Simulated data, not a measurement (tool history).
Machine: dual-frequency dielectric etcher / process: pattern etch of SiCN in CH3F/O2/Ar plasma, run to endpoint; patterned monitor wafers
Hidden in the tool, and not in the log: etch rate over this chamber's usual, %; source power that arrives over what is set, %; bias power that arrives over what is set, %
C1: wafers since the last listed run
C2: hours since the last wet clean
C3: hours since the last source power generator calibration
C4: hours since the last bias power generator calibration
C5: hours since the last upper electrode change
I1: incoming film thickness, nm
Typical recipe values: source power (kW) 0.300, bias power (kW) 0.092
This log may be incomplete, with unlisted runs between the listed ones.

Run 1, day 0.000: usual settings; C1 0; C2 159.5; C3 2224.9; C4 1721.8; C5 5815.1; I1 11.42. Result: endpoint time (s) 36.3.
Run 2, day 1.342: usual settings; C1 557; C2 191.7; C3 2257.1; C4 1754.0; C5 5847.3; I1 11.42. Result: endpoint time (s) 36.3.
Run 3, day 2.696: usual settings; C1 562; C2 224.2; C3 2289.6; C4 1786.5; C5 5879.8; I1 11.40. Result: endpoint time (s) 36.7.
Run 4, day 3.333: usual settings; C1 265; C2 239.5; C3 2304.9; C4 1801.8; C5 5895.1; I1 11.34. Result: endpoint time (s) 36.4.
Run 5, day 4.358: usual settings; C1 426; C2 264.1; C3 2329.5; C4 1826.4; C5 5919.7; I1 11.47. Result: endpoint time (s) 37.4.
Run 6, day 5.242: usual settings but bias power (kW) 0.082; C1 367; C2 285.3; C3 2350.7; C4 1847.6; C5 5940.9; I1 11.53. Result: endpoint time (s) 38.3.
Run 7, day 6.171: usual settings; C1 386; C2 307.6; C3 2373.0; C4 1869.9; C5 5963.2; I1 11.40. Result: endpoint time (s) 37.0.
Run 8, day 7.454: usual settings but source power (kW) 0.320, bias power (kW) 0.105; C1 533; C2 338.4; C3 2403.8; C4 1900.7; C5 5994.0; I1 11.30. Result: endpoint time (s) 35.2.
Run 9, day 8.708: usual settings but source power (kW) 0.320, bias power (kW) 0.105; C1 521; C2 368.5; C3 2433.9; C4 1930.8; C5 6024.1; I1 11.35. Result: endpoint time (s) 35.0.
Run 10, day 9.408: usual settings but source power (kW) 0.320, bias power (kW) 0.105; C1 290; C2 385.3; C3 2450.7; C4 1947.6; C5 6040.9; I1 11.40. Result: endpoint time (s) 35.4.
Run 11, day 10.542: usual settings but source power (kW) 0.270; C1 471; C2 412.5; C3 2477.9; C4 1974.8; C5 6068.1; I1 11.40. Result: endpoint time (s) 37.9.
Run 12, day 11.725: usual settings but source power (kW) 0.220, bias power (kW) 0.071; C1 491; C2 440.9; C3 2506.3; C4 2003.2; C5 6096.5; I1 11.44. Result: endpoint time (s) 43.9.
Run 13, day 12.458: usual settings but source power (kW) 0.250, bias power (kW) 0.085; C1 304; C2 458.5; C3 2523.9; C4 2020.8; C5 6114.1; I1 11.33. Result: endpoint time (s) 40.5.
At day 13.412: source power generator calibrated.
At day 13.496: wet clean of the chamber.
Run 14, day 13.517: usual settings but source power (kW) 0.360, bias power (kW) 0.099; C1 336; C2 0.5; C3 2.5; C4 2046.2; C5 6139.5; I1 11.31. Result: endpoint time (s) 32.8.
At day 15.667: bias power generator calibrated.
Run 15, day 15.696: usual settings; C1 836; C2 52.8; C3 54.8; C4 0.7; C5 6191.8; I1 11.34. Result: endpoint time (s) 35.7.
At day 17.367: upper electrode replaced, of another model than before.
Run 16, day 17.388: usual settings but source power (kW) 0.350; C1 287; C2 93.4; C3 95.4; C4 41.3; C5 0.5; I1 11.39. Result: endpoint time (s) 33.7.

What will run 17 give?
Run 17, day 17.900: usual settings but source power (kW) 0.270, bias power (kW) 0.113; C1 213; C2 105.7; C3 107.7; C4 53.6; C5 12.8; I1 11.51. Result: endpoint time (s) ?.

{"run 17": {"endpoint time (s)": 34.5}}
Had the tool carried no hidden state, the very same run would have given endpoint time (s) 34.2.

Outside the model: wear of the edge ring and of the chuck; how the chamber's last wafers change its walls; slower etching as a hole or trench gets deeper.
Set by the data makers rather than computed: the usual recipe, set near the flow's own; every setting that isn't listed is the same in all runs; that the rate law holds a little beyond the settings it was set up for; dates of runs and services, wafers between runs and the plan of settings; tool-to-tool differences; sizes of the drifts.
